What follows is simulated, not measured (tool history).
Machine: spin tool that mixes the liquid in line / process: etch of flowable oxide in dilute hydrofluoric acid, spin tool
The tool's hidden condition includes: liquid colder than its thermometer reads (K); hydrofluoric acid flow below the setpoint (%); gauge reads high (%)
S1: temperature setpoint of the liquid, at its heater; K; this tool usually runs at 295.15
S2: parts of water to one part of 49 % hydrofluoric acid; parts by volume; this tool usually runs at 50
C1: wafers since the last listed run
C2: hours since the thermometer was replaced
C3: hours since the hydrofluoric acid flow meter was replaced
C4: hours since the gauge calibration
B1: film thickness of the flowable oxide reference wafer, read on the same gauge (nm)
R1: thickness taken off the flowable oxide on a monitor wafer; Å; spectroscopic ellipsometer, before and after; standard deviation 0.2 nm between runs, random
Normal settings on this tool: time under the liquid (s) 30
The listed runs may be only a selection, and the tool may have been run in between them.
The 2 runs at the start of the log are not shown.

Run 3, hour 109.6: usual settings; C1 1024; C2 455.5; C3 1611.5; C4 588.4; B1 100.00. Result: R1 209.9 Å.
Run 4, hour 150.6: usual settings but S1 291.65 K, S2 35 parts by volume; C1 763; C2 496.5; C3 1652.5; C4 629.4; B1 99.98. Result: R1 262.1 Å.
Run 5, hour 189.2: usual settings but S1 291.65 K, S2 35 parts by volume; C1 719; C2 535.1; C3 1691.1; C4 668.0; B1 100.02. Result: R1 257.6 Å.
Run 6, hour 228.6: usual settings; C1 734; C2 574.5; C3 1730.5; C4 707.4; B1 100.00. Result: R1 205.2 Å.
Run 7, hour 283.4: usual settings; C1 1020; C2 629.3; C3 1785.3; C4 762.2; B1 100.00. Result: R1 203.6 Å.
Run 8, hour 325.8: usual settings; C1 789; C2 671.7; C3 1827.7; C4 804.6; B1 99.98. Result: R1 201.5 Å.
Run 9, hour 356.8: usual settings; C1 577; C2 702.7; C3 1858.7; C4 835.6; B1 100.00. Result: R1 201.9 Å.
Run 10, hour 413.6: usual settings; C1 1058; C2 759.5; C3 1915.5; C4 892.4; B1 100.03. Result: R1 204.3 Å.
Run 11, hour 442.2: usual settings; C1 532; C2 788.1; C3 1944.1; C4 921.0; B1 99.99. Result: R1 199.2 Å.
At hour 474.1: hydrofluoric acid flow meter replaced.
Run 12, hour 504.0: usual settings but time under the liquid (s) 35; C1 1132; C2 849.9; C3 29.9; C4 982.8; B1 100.03. Result: R1 236.4 Å.
At hour 528.7: thermometer replaced.
At hour 537.6: gauge calibrated.
Run 13, hour 543.3: usual settings but time under the liquid (s) 35; C1 713; C2 14.6; C3 69.2; C4 5.7; B1 99.99. Result: R1 220.2 Å.
Run 14, hour 634.9: usual settings but S2 55 parts by volume; C1 1706; C2 106.2; C3 160.8; C4 97.3; B1 99.99. Result: R1 170.8 Å.
Run 15, hour 667.4: usual settings but S2 55 parts by volume; C1 605; C2 138.7; C3 193.3; C4 129.8; B1 99.99. Result: R1 167.2 Å.
At hour 713.3: thermometer replaced, repeated, since the last time left the tool worse.
Run 16, hour 727.2: usual settings; C1 1095; C2 13.9; C3 253.1; C4 189.6; B1 99.98. Result: R1 216.5 Å.
Run 17, hour 770.9: usual settings but S1 290.15 K, S2 70 parts by volume, time under the liquid (s) 40; C1 814; C2 57.6; C3 296.8; C4 233.3; B1 100.03. Result: R1 159.4 Å.
Run 18, hour 814.4: usual settings; C1 810; C2 101.1; C3 340.3; C4 276.8; B1 100.02. Result: R1 210.8 Å.
Run 19, hour 858.2: usual settings but S1 291.65 K; C1 816; C2 144.9; C3 384.1; C4 320.6; B1 100.00. Result: R1 177.0 Å.

What will run 20 give?
Run 20, hour 900.3: usual settings but S1 293.65 K, S2 75 parts by volume, time under the liquid (s) 35; C1 784; C2 187.0; C3 426.2; C4 362.7; B1 ?. Result: R1 ?.

{"run 20": {"B1": 100.0, "R1": 149.8}}
If the tool had no hidden condition, the same run with the same run-to-run variation would have returned R1 153.9 Å.

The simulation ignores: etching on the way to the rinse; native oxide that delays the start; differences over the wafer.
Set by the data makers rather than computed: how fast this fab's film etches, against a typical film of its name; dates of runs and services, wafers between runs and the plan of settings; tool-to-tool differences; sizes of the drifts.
